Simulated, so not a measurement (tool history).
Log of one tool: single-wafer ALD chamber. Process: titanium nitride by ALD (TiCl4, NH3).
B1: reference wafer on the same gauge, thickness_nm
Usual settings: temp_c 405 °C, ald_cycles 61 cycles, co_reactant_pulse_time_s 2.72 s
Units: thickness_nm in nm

{"run": 1, "hour": 0.0, "temp_c": 405, "ald_cycles": 57, "co_reactant_pulse_time_s": 2.72, "B1": 1.207, "thickness_nm": 1.252}
{"run": 2, "hour": 60.8, "temp_c": 405, "ald_cycles": 61, "co_reactant_pulse_time_s": 2.72, "B1": 1.205, "thickness_nm": 1.34}
{"run": 3, "hour": 103.5, "temp_c": 405, "ald_cycles": 61, "co_reactant_pulse_time_s": 2.72, "B1": 1.205, "thickness_nm": 1.333}
{"run": 4, "hour": 147.5, "temp_c": 405, "ald_cycles": 61, "co_reactant_pulse_time_s": 2.72, "B1": 1.202, "thickness_nm": 1.337}
{"run": 5, "hour": 201.4, "temp_c": 405, "ald_cycles": 61, "co_reactant_pulse_time_s": 2.72, "B1": 1.2, "thickness_nm": 1.337}
{"run": 6, "hour": 248.8, "temp_c": 408, "ald_cycles": 61, "co_reactant_pulse_time_s": 2.72, "B1": 1.198, "thickness_nm": 1.331}
{"hour": 361.9, "done": "gauge calibrated"}
{"run": 7, "hour": 461.5, "temp_c": 408, "ald_cycles": 61, "co_reactant_pulse_time_s": 2.72, "B1": 1.221, "thickness_nm": 1.358}
{"run": 8, "hour": 517.6, "temp_c": 408, "ald_cycles": 61, "co_reactant_pulse_time_s": 2.72, "B1": 1.221, "thickness_nm": 1.355}
{"run": 9, "hour": 550.8, "temp_c": 405, "ald_cycles": 61, "co_reactant_pulse_time_s": 2.72, "B1": 1.22, "thickness_nm": 1.35}
{"run": 10, "hour": 612.5, "temp_c": 405, "ald_cycles": 61, "co_reactant_pulse_time_s": 2.72, "B1": 1.219, "thickness_nm": 1.357}
{"run": 11, "hour": 659.9, "temp_c": 405, "ald_cycles": 61, "co_reactant_pulse_time_s": 2.72, "B1": 1.218, "thickness_nm": 1.351}
{"hour": 700.9, "done": "thermocouple changed; heater temperature recalibrated"}
{"run": 12, "hour": 707.7, "temp_c": 405, "ald_cycles": 61, "co_reactant_pulse_time_s": 1.93, "B1": 1.218, "thickness_nm": 1.338}
{"run": 13, "hour": 756.3, "temp_c": 405, "ald_cycles": 61, "co_reactant_pulse_time_s": 2.72, "B1": 1.217, "thickness_nm": 1.35}
{"run": 14, "hour": 796.4, "temp_c": 396, "ald_cycles": 61, "co_reactant_pulse_time_s": 2.72, "B1": 1.216, "thickness_nm": 1.344}
{"hour": 829.2, "done": "showerhead replaced"}
{"run": 15, "hour": 849.6, "temp_c": 405, "ald_cycles": 68, "co_reactant_pulse_time_s": 3.1, "B1": 1.215, "thickness_nm": 1.506}
{"run": 16, "hour": 914.7, "temp_c": 405, "ald_cycles": 61, "co_reactant_pulse_time_s": 3.12, "B1": 1.214, "thickness_nm": 1.358}
{"run": 17, "hour": 957.0, "temp_c": 392, "ald_cycles": 61, "co_reactant_pulse_time_s": 1.95, "B1": 1.213, "thickness_nm": 1.317}
{"run": 18, "hour": 1007.1, "temp_c": 405, "ald_cycles": 71, "co_reactant_pulse_time_s": 2.72, "B1": 1.211, "thickness_nm": 1.56}

The next listed run, before its measurement:
{"run": 19, "hour": 1062.7, "temp_c": 420, "ald_cycles": 66, "co_reactant_pulse_time_s": 2.72, "B1": "?", "thickness_nm": "?"}

Run 19 gave B1 1.209, thickness_nm 1.459 nm.
Without the tool's hidden state the same run would have given thickness_nm 1.473 nm.
